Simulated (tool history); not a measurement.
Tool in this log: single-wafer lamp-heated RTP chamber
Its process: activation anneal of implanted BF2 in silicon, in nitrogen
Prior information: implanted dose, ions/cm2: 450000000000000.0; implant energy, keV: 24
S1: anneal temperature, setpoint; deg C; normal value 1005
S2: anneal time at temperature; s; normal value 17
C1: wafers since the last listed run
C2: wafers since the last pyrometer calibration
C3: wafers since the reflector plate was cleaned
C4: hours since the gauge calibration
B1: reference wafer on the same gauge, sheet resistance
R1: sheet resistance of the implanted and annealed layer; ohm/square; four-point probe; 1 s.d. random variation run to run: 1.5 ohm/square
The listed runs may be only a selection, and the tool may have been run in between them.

| run | hour | S1 | S2 | C1 | C2 | C3 | C4 | B1 | R1 |
|---|---|---|---|---|---|---|---|---|---|
| 1 | 0 | 1020 | 17 | 0 | 1317 | 8021 | 34.2 | 262.14 | 263.45 |
| 2 | 12.4 | 1005 | 17 | 146 | 1463 | 8168 | 46.6 | 262.32 | 267.66 |
| 3 | 33.7 | 1005 | 17 | 250 | 1714 | 8419 | 67.9 | 262.24 | 265.92 |
| 4 | 47.4 | 1005 | 17 | 161 | 1875 | 8580 | 81.6 | 262.41 | 268.16 |
| 5 | 64.8 | 1005 | 17 | 204 | 2080 | 8785 | 99 | 261.99 | 266.68 |
|  | 99.5 | pyrometer window cleaned and pyrometer calibrated |
| 6 | 100 | 1005 | 17 | 320 | 6 | 9105 | 134.2 | 262.3 | 269.89 |
| 7 | 127.6 | 1005 | 17 | 325 | 331 | 9431 | 161.8 | 261.88 | 265.64 |
| 8 | 162.4 | 1005 | 17 | 409 | 741 | 9841 | 196.6 | 262.44 | 269.1 |
| 9 | 192.4 | 1018 | 17 | 353 | 1094 | 10194 | 226.6 | 262.08 | 264.88 |
| 10 | 221.5 | 1018 | 17 | 342 | 1437 | 10537 | 255.7 | 262.11 | 263.67 |
| 11 | 234.2 | 1016 | 24 | 149 | 1587 | 10686 | 268.4 | 262.15 | 264.04 |
| 12 | 248.9 | 1016 | 24 | 173 | 1760 | 10860 | 283.1 | 261.92 | 263.42 |
| 13 | 281.4 | 1022 | 12 | 382 | 2143 | 11243 | 315.6 | 261.99 | 264.1 |
|  | 294.4 | reflector plate cleaned |
| 14 | 308.4 | 1022 | 12 | 223 | 2367 | 165 | 342.6 | 262.24 | 265.43 |
|  | 323.8 | pyrometer window cleaned and pyrometer calibrated |
| 15 | 324.3 | 1005 | 17 | 93 | 5 | 258 | 358.5 | 261.94 | 267.18 |
| 16 | 348.7 | 1005 | 12 | 287 | 292 | 546 | 382.9 | 261.8 | 268.64 |
| 17 | 444.1 | 1005 | 12 | 1123 | 1416 | 1670 | 478.3 | 262.11 | 269.34 |
| 18 | 457.1 | 1023 | 20 | 153 | 1569 | 1823 | 491.3 | 261.76 | 261.16 |
| 19 | 480.9 | 1017 | 13 | 280 | 1850 | 2103 | 515.1 | 262.02 | 265.19 |
| 20 | 505.3 | 1034 | 23 | 287 | 2137 | 2391 | 539.5 | 261.83 | 260.36 |
| 21 | 529 | 991 | 20 | 279 | 2417 | 2670 | 563.2 | 262.67 | 271.55 |
|  | 534.6 | gauge calibrated |
|  | 552.1 | pyrometer window cleaned and pyrometer calibrated |
| 22 | 552.6 | 987 | 23 | 183 | 5 | 2854 | 18 | 262.18 | 268.68 |
| 23 | 581.4 | 1005 | 17 | 339 | 344 | 3193 | 46.8 | 261.64 | 265.73 |
| 24 | 597.3 | 983 | 25 | 187 | 532 | 3380 | 62.7 | 261.68 | 271.07 |
| 25 | 613.7 | 976 | 17 | 193 | 725 | 3573 | 79.1 | 261.52 | 281.7 |
| 26 | 647 | 1030 | 26 | 392 | 1117 | 3966 | 112.4 | 262.25 | 257.01 |
| 27 | 668.3 | 1005 | 10 | 250 | 1368 | 4217 | 133.7 | 262.2 | 271.35 |
| 28 | 702.6 | 977 | 12 | 404 | 1772 | 4621 | 168 | 262.33 | 283.1 |
| 29 | 718.7 | 1005 | 17 | 189 | 1962 | 4811 | 184.1 | 262.04 | 268.86 |
|  | 743.3 | pyrometer window cleaned and pyrometer calibrated |
| 30 | 750.2 | 980 | 12 | 276 | 81 | 5087 | 215.6 | 261.75 | 280.72 |
| 31 | 766.9 | 1005 | 17 | 196 | 278 | 5284 | 232.3 | 261.65 | 265.71 |
| 32 | 793.9 | 1025 | 8 | 318 | 596 | 5602 | 259.3 | 261.74 | 268.26 |
| 33 | 816.6 | 1014 | 10 | 267 | 863 | 5870 | 282 | 261.76 | 267.43 |
| 34 | 840.6 | 1034 | 17 | 282 | 1146 | 6152 | 306 | 261.98 | 264.11 |
| 35 | 860.5 | 1017 | 13 | 234 | 1381 | 6387 | 325.9 | 262 | 265.44 |

State the hidden condition of the tool at each of the runs:
true wafer temperature minus pyrometer reading, K: 0 across all the runs
wafer temperature error from the tarnished reflector plate, K: 0 across all the runs
gauge reads high (%): 0 across all the runs
